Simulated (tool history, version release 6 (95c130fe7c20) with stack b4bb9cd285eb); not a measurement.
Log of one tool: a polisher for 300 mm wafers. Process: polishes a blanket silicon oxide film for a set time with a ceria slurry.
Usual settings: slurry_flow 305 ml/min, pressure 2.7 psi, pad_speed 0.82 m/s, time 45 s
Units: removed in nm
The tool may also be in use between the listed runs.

| run | hour | slurry_flow | pressure | pad_speed | time | wafers since the last listed run | wafers polished on this pad | hours since the slurry nozzle was cleaned | hours since the head pressure was calibrated | incoming thickness of the incoming film, nm | removed |
|---|---|---|---|---|---|---|---|---|---|---|---|
| 1 | 0 | 305 | 2.7 | 0.82 | 45 | 0 | 777 | 137.7 | 337.6 | 751.7 | 127.6 |
| 2 | 68 | 305 | 2.2 | 0.82 | 45 | 770 | 1548 | 205.7 | 405.6 | 748.4 | 99.6 |
| 3 | 98.9 | 305 | 2.2 | 0.82 | 45 | 350 | 1898 | 236.6 | 436.5 | 757.6 | 96.4 |
|  | 108 | worn pad replaced by a new one |
| 4 | 116.8 | 305 | 2.2 | 0.82 | 45 | 157 | 100 | 254.5 | 454.4 | 752.5 | 108 |
| 5 | 139.5 | 305 | 2.7 | 0.82 | 53 | 257 | 357 | 277.2 | 477.1 | 747.2 | 156 |
| 6 | 156.7 | 305 | 2.7 | 0.82 | 53 | 194 | 552 | 294.4 | 494.3 | 750.9 | 155.6 |
| 7 | 169.8 | 305 | 2.7 | 0.82 | 53 | 148 | 700 | 307.5 | 507.4 | 750.4 | 149.6 |
| 8 | 196.9 | 305 | 3.3 | 0.82 | 45 | 307 | 1008 | 334.6 | 534.5 | 739 | 153.8 |
| 9 | 232.7 | 305 | 3.3 | 0.82 | 45 | 405 | 1413 | 370.4 | 570.3 | 750.3 | 150.6 |
|  | 263.6 | worn pad replaced by a new one |
| 10 | 279.6 | 305 | 3.3 | 0.82 | 45 | 486 | 181 | 417.3 | 617.2 | 745.1 | 163.1 |
| 11 | 332 | 305 | 2.7 | 0.82 | 45 | 594 | 775 | 469.7 | 669.6 | 759.5 | 128 |
| 12 | 344.9 | 305 | 2.7 | 0.82 | 45 | 146 | 922 | 482.6 | 682.5 | 739.7 | 127.5 |
| 13 | 376.8 | 305 | 2.7 | 0.82 | 45 | 361 | 1283 | 514.5 | 714.4 | 752.9 | 124.4 |
| 14 | 412.1 | 305 | 2.7 | 0.82 | 45 | 400 | 1683 | 549.8 | 749.7 | 743.1 | 120.9 |
|  | 442.6 | worn pad replaced by a new one |
| 15 | 443.1 | 305 | 2.7 | 0.82 | 45 | 306 | 5 | 580.8 | 780.7 | 761 | 139.7 |
| 16 | 467.4 | 305 | 2.7 | 0.82 | 45 | 275 | 280 | 605.1 | 805 | 758.4 | 132.7 |
| 17 | 499.8 | 305 | 2.7 | 0.82 | 45 | 367 | 648 | 637.5 | 837.4 | 760.1 | 134.5 |
|  | 521.1 | slurry nozzle cleaned |
|  | 524 | head pressure recalibrated |
| 18 | 532.2 | 340 | 3.5 | 0.64 | 31 | 333 | 981 | 11.1 | 8.2 | 747.1 | 90.7 |
| 19 | 545.7 | 305 | 2.7 | 0.62 | 33 | 153 | 1134 | 24.6 | 21.7 | 755.1 | 70 |
| 20 | 571.5 | 305 | 2.7 | 0.82 | 45 | 292 | 1427 | 50.4 | 47.5 | 749.7 | 126.1 |
|  | 603.5 | worn pad replaced by a new one |
| 21 | 607.2 | 305 | 3 | 0.82 | 45 | 359 | 41 | 86.1 | 83.2 | 748.7 | 151.7 |
| 22 | 621.2 | 305 | 3.3 | 0.82 | 45 | 158 | 200 | 100.1 | 97.2 | 740.6 | 167.3 |
| 23 | 633.6 | 350 | 3.5 | 0.82 | 52 | 140 | 341 | 112.5 | 109.6 | 751.5 | 204.8 |
| 24 | 656.4 | 305 | 3.4 | 0.82 | 45 | 258 | 599 | 135.3 | 132.4 | 756 | 168.3 |
| 25 | 673.1 | 350 | 2.7 | 0.82 | 45 | 189 | 788 | 152 | 149.1 | 745.5 | 133.8 |
| 26 | 699.5 | 305 | 2.7 | 0.82 | 45 | 299 | 1088 | 178.4 | 175.5 | 746.7 | 129.6 |
| 27 | 723.8 | 355 | 2.1 | 0.96 | 41 | 275 | 1363 | 202.7 | 199.8 | 747.9 | 104.8 |
| 28 | 748.3 | 305 | 1.8 | 0.82 | 45 | 277 | 1641 | 227.2 | 224.3 | 751.5 | 81.1 |
| 29 | 763.4 | 305 | 3.1 | 1.02 | 35 | 171 | 1812 | 242.3 | 239.4 | 755.4 | 133.4 |
|  | 774.2 | worn pad replaced by a new one |
| 30 | 784.1 | 345 | 1.9 | 0.82 | 45 | 189 | 112 | 263 | 260.1 | 738.5 | 97.1 |

Measured less the same run without the tool's hidden state. The same run-to-run variation is in both; the gauge's scatter may not be:
The hidden state here: removal rate lost through wear of the pad, %; slurry flow missing at the pad, %; deviation of the head's pressure from its setpoint, %.
| run | removed |
|---|---|
| 1 | -8.6 |
| 2 | -13 |
| 3 | -15.5 |
| 4 | -2.5 |
| 5 | -6.6 |
| 6 | -8.8 |
| 7 | -10.2 |
| 8 | -14.2 |
| 9 | -19 |
| 10 | -4.7 |
| 11 | -9.4 |
| 12 | -10.8 |
| 13 | -14.2 |
| 14 | -18 |
| 15 | -0.7 |
| 16 | -3.2 |
| 17 | -6.9 |
| 18 | -7.1 |
| 19 | -6.4 |
| 20 | -14.5 |
| 21 | -1 |
| 22 | -3 |
| 23 | -5.6 |
| 24 | -7.8 |
| 25 | -8.1 |
| 26 | -10.9 |
| 27 | -11.2 |
| 28 | -10.5 |
| 29 | -19.2 |
| 30 | -1.3 |
